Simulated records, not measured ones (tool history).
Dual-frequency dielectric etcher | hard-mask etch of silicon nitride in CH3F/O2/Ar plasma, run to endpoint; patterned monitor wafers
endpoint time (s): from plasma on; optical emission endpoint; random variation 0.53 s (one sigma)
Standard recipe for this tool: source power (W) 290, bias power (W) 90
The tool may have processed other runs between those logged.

run	hour	source power (W)	bias power (W)	wafers since the last listed run	hours since the last wet clean	hours since the last source power generator calibration	hours since the last bias power generator calibration	hours since the last upper electrode change	incoming incoming film thickness, nm	endpoint time (s)
1	0	260	90	0	13	3525.9	1386.4	1815	51.8	74.2
2	38.2	260	90	365	51.2	3564.1	1424.6	1853.2	52.3	74.2
3	75.4	260	90	355	88.4	3601.3	1461.8	1890.4	52.1	74.5
4	116.7	330	103	395	129.7	3642.6	1503.1	1931.7	52.4	65.8
5	151.4	290	90	332	164.4	3677.3	1537.8	1966.4	52.2	72.6
6	220.5	290	90	661	233.5	3746.4	1606.9	2035.5	51.8	72.1
7	268.2	290	90	456	281.2	3794.1	1654.6	2083.2	51.7	72.9
8	324.2	270	103	535	337.2	3850.1	1710.6	2139.2	51.9	68.3
# hour 339.1: source power generator calibrated
9	348.6	270	103	195	361.6	9.5	1735	2163.6	51.7	67.9
# hour 387.5: bias power generator calibrated
# hour 408.5: wet clean of the chamber
10	409	270	103	338	0.5	69.9	21.5	2224	51.1	68.2
11	467.8	290	90	562	59.3	128.7	80.3	2282.8	51.7	73.4
12	510.8	290	90	411	102.3	171.7	123.3	2325.8	52.3	74.8
13	569.2	290	90	558	160.7	230.1	181.7	2384.2	51.6	73.7
14	629.5	350	82	577	221	290.4	242	2444.5	51.7	74.9
15	697.5	290	90	650	289	358.4	310	2512.5	52.2	74
16	766.9	310	80	664	358.4	427.8	379.4	2581.9	52	78.2
17	802.9	290	83	344	394.4	463.8	415.4	2617.9	52.2	79
# hour 860.2: wet clean of the chamber
18	860.7	260	111	323	0.5	521.6	473.2	2675.7	51.4	65.9
19	908.5	270	90	457	48.3	569.4	521	2723.5	52.3	75.9
20	938.5	320	105	287	78.3	599.4	551	2753.5	51.9	65.8
21	999.4	290	90	582	139.2	660.3	611.9	2814.4	52.1	73.8
22	1033.1	310	103	322	172.9	694	645.6	2848.1	52.1	66.3
23	1067.6	270	96	330	207.4	728.5	680.1	2882.6	52.6	73.4
24	1104.6	230	90	354	244.4	765.5	717.1	2919.6	52.1	78.7
# hour 1164.1: upper electrode replaced
25	1172.4	290	107	419	312.2	833.3	784.9	8.3	51.8	67.2
26	1198.6	260	81	250	338.4	859.5	811.1	34.5	51.7	80.1
27	1249.2	290	90	484	389	910.1	861.7	85.1	51.5	71.7
# hour 1296.3: wet clean of the chamber
28	1296.8	360	109	225	0.5	957.7	909.3	132.7	51.8	61.6
29	1344.6	220	104	457	48.3	1005.5	957.1	180.5	51.4	71.2

For run 30, what comes out?
30	1368.6	290	90	229	72.3	1029.5	981.1	204.5	52.2	?

endpoint time (s): 73.5
Were there no unlogged condition in the tool, this run, its random variation unchanged, would have produced endpoint time (s) 74.6.

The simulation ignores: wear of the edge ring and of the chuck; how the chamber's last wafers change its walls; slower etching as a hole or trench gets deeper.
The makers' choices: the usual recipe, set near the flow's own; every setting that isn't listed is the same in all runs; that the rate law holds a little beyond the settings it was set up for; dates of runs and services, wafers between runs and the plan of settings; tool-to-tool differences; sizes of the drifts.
